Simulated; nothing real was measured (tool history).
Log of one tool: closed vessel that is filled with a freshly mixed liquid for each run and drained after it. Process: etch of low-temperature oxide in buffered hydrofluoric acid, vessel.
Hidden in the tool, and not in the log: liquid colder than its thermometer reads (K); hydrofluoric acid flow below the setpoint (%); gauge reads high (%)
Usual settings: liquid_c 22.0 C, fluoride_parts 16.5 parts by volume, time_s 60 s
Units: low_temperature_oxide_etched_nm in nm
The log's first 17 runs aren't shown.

run,hour,liquid_c,fluoride_parts,time_s,wafers since the last listed run,hours since the thermometer was replaced,hours since the hydrofluoric acid flow meter was replaced,hours since the gauge calibration,"read-back film thickness of the low-temperature oxide reference wafer, read on the same gauge (nm)",low_temperature_oxide_etched_nm
18,243.8,22.0,16.5,60,2112,126.3,1225.4,205.4,49.99,195.20
19,258.4,22.0,16.5,60,1762,140.9,1240.0,220.0,50.00,195.26
# hour 273.3: hydrofluoric acid flow meter replaced
20,274.4,22.0,13.0,80,1810,156.9,1.1,236.0,50.01,327.11
21,290.9,26.5,16.5,60,1991,173.4,17.6,252.5,50.01,249.89
22,305.1,22.0,10.0,80,1713,187.6,31.8,266.7,50.02,424.70
23,315.9,22.0,11.5,35,1303,198.4,42.6,277.5,50.00,162.97
24,331.0,25.0,15.0,60,1822,213.5,57.7,292.6,50.01,250.64
25,342.5,18.0,12.5,30,1387,225.0,69.2,304.1,49.99,102.14
26,351.2,24.5,12.5,30,1050,233.7,77.9,312.8,49.99,146.86
27,363.7,22.0,16.5,60,1508,246.2,90.4,325.3,50.00,192.56
28,377.3,20.5,21.5,40,1641,259.8,104.0,338.9,50.01,93.97
29,393.3,22.0,16.5,60,1931,275.8,120.0,354.9,49.99,195.95
30,407.9,22.0,13.0,80,1762,290.4,134.6,369.5,50.01,332.66
31,421.6,18.5,16.5,30,1653,304.1,148.3,383.2,49.98,80.65

5 ways to go on from here, each from the tool as it stands after run 31. What would each give?
A,422.3,22.0,16.5,60,84,304.8,149.0,383.9,?,?
B,422.3,19.5,18.5,85,84,304.8,149.0,383.9,?,?
C,422.3,20.0,21.5,30,84,304.8,149.0,383.9,?,?
D,422.3,18.5,21.0,75,84,304.8,149.0,383.9,?,?
E,422.3,25.5,16.5,75,84,304.8,149.0,383.9,?,?

run,"read-back film thickness of the low-temperature oxide reference wafer, read on the same gauge (nm)",low_temperature_oxide_etched_nm
A,50.01,193.56
B,50.01,213.03
C,50.01,68.11
D,50.01,159.02
E,50.01,293.05
Without the tool's hidden state the same runs would have given:
run,low_temperature_oxide_etched_nm
A,193.56
B,213.03
C,68.11
D,159.02
E,293.05

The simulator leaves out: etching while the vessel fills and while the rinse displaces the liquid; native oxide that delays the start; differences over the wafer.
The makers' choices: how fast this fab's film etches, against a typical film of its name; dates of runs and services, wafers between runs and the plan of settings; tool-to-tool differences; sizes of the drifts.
